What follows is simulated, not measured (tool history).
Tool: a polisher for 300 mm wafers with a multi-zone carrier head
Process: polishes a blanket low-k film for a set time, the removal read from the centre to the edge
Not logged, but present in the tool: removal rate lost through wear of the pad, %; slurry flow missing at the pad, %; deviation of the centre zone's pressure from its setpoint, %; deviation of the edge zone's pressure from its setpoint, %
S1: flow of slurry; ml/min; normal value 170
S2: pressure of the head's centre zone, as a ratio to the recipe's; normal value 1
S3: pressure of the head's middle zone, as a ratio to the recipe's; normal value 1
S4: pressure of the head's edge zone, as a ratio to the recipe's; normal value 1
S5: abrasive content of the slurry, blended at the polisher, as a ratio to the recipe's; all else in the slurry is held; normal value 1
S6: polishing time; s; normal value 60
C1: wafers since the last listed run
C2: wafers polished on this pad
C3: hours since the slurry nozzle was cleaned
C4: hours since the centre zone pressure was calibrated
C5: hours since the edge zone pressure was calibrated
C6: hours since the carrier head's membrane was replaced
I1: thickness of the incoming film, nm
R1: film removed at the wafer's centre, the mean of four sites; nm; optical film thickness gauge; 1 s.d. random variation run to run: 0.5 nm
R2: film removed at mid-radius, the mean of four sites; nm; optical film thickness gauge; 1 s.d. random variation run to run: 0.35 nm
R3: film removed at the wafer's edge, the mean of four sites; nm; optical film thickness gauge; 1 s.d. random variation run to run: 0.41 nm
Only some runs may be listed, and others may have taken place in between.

run 1 day=0 | S1=170 S2=1 S3=1 S4=1 S5=1 S6=60 | C1=0 C2=1034 C3=315.1 C4=1019.1 C5=967.3 C6=1787.2 | I1=675.6 | R1=31.2 R2=30.8 R3=31.5
-- day=1.192 worn pad replaced by a new one
run 2 day=3.971 | S1=170 S2=1 S3=1 S4=1 S5=1 S6=60 | C1=492 C2=360 C3=410.4 C4=1114.4 C5=1062.6 C6=1882.5 | I1=680 | R1=33.8 R2=31.8 R3=32.2
run 3 day=4.867 | S1=170 S2=1 S3=1 S4=1 S5=1 S6=60 | C1=116 C2=476 C3=431.9 C4=1135.9 C5=1084.1 C6=1904 | I1=676.8 | R1=33.4 R2=32.4 R3=32.6
run 4 day=5.808 | S1=170 S2=1.04 S3=1 S4=1 S5=1 S6=60 | C1=121 C2=598 C3=454.5 C4=1158.5 C5=1106.7 C6=1926.6 | I1=688 | R1=34.9 R2=31.4 R3=32.7
run 5 day=7.112 | S1=170 S2=1 S3=1 S4=1 S5=1 S6=60 | C1=168 C2=767 C3=485.8 C4=1189.8 C5=1138 C6=1957.9 | I1=690.1 | R1=32.1 R2=31.2 R3=32.3
-- day=7.417 edge zone pressure recalibrated
run 6 day=8.608 | S1=170 S2=1 S3=1 S4=1 S5=1 S6=60 | C1=182 C2=950 C3=521.7 C4=1225.7 C5=28.6 C6=1993.8 | I1=681.1 | R1=32 R2=31.2 R3=31.1
-- day=8.742 centre zone pressure recalibrated
run 7 day=9.129 | S1=170 S2=1 S3=1 S4=1 S5=1 S6=60 | C1=56 C2=1006 C3=534.2 C4=9.3 C5=41.1 C6=2006.3 | I1=681.1 | R1=31.9 R2=30.4 R3=30.6
run 8 day=10.521 | S1=170 S2=1 S3=1.07 S4=1 S5=0.7 S6=60 | C1=180 C2=1187 C3=567.6 C4=42.7 C5=74.5 C6=2039.7 | I1=681.3 | R1=21.1 R2=21.6 R3=20.8
-- day=10.742 carrier head's membrane replaced by a new one, of another model than before
-- day=10.754 worn pad replaced by a new one
run 9 day=11.554 | S1=135 S2=1 S3=1 S4=0.92 S5=1 S6=60 | C1=105 C2=103 C3=592.4 C4=67.5 C5=99.3 C6=19.5 | I1=676.3 | R1=32.7 R2=32 R3=30.2
-- day=11.967 slurry nozzle cleaned
run 10 day=12.921 | S1=190 S2=1 S3=0.95 S4=1 S5=1 S6=60 | C1=171 C2=275 C3=22.9 C4=100.3 C5=132.1 C6=52.3 | I1=684.1 | R1=34.3 R2=32.2 R3=34.3
run 11 day=13.721 | S1=170 S2=0.9 S3=1 S4=1 S5=0.85 S6=60 | C1=103 C2=379 C3=42.1 C4=119.5 C5=151.3 C6=71.5 | I1=684.2 | R1=25.4 R2=28.9 R3=29.7
run 12 day=14.246 | S1=230 S2=1 S3=0.94 S4=1 S5=1 S6=60 | C1=68 C2=447 C3=54.7 C4=132.1 C5=163.9 C6=84.1 | I1=673.4 | R1=35.9 R2=33.2 R3=34.7
run 13 day=15.196 | S1=230 S2=1 S3=0.94 S4=1 S5=1 S6=60 | C1=123 C2=570 C3=77.5 C4=154.9 C5=186.7 C6=106.9 | I1=685.8 | R1=34.8 R2=33.1 R3=34.1
run 14 day=16.208 | S1=170 S2=1 S3=1 S4=0.89 S5=0.9 S6=69 | C1=131 C2=701 C3=101.8 C4=179.2 C5=211 C6=131.2 | I1=675.4 | R1=34.4 R2=33.8 R3=31.4
run 15 day=17.429 | S1=170 S2=1 S3=1 S4=1 S5=0.8 S6=60 | C1=158 C2=859 C3=131.1 C4=208.5 C5=240.3 C6=160.5 | I1=669.4 | R1=26.7 R2=25.5 R3=26.5

Predict each of these 4 candidate next runs independently; none follows another, all start after run 15:
run A day=17.446 | S1=170 S2=1 S3=1 S4=1 S5=1 S6=60 | C1=2 C2=861 C3=131.5 C4=208.9 C5=240.7 C6=160.9 | I1=682.8 | R1=? R2=? R3=?
run B day=17.446 | S1=110 S2=1.08 S3=1 S4=1 S5=0.85 S6=70 | C1=2 C2=861 C3=131.5 C4=208.9 C5=240.7 C6=160.9 | I1=682.8 | R1=? R2=? R3=?
run C day=17.446 | S1=170 S2=1.12 S3=1 S4=1 S5=1 S6=60 | C1=2 C2=861 C3=131.5 C4=208.9 C5=240.7 C6=160.9 | I1=682.8 | R1=? R2=? R3=?
run D day=17.446 | S1=170 S2=1.09 S3=1 S4=0.94 S5=1 S6=60 | C1=2 C2=861 C3=131.5 C4=208.9 C5=240.7 C6=160.9 | I1=682.8 | R1=? R2=? R3=?

run=A R1=32.6 R2=31.7 R3=31.9
run=B R1=32.5 R2=28.9 R3=30.1
run=C R1=37.8 R2=31.6 R3=31.9
run=D R1=36.5 R2=31.7 R3=30.4
Without the tool's unlogged condition, the same runs would have read:
run=A R1=34.6 R2=33.6 R3=33.8
run=B R1=34.5 R2=30.7 R3=31.9
run=C R1=40.1 R2=33.6 R3=33.8
run=D R1=38.8 R2=33.6 R3=32.2
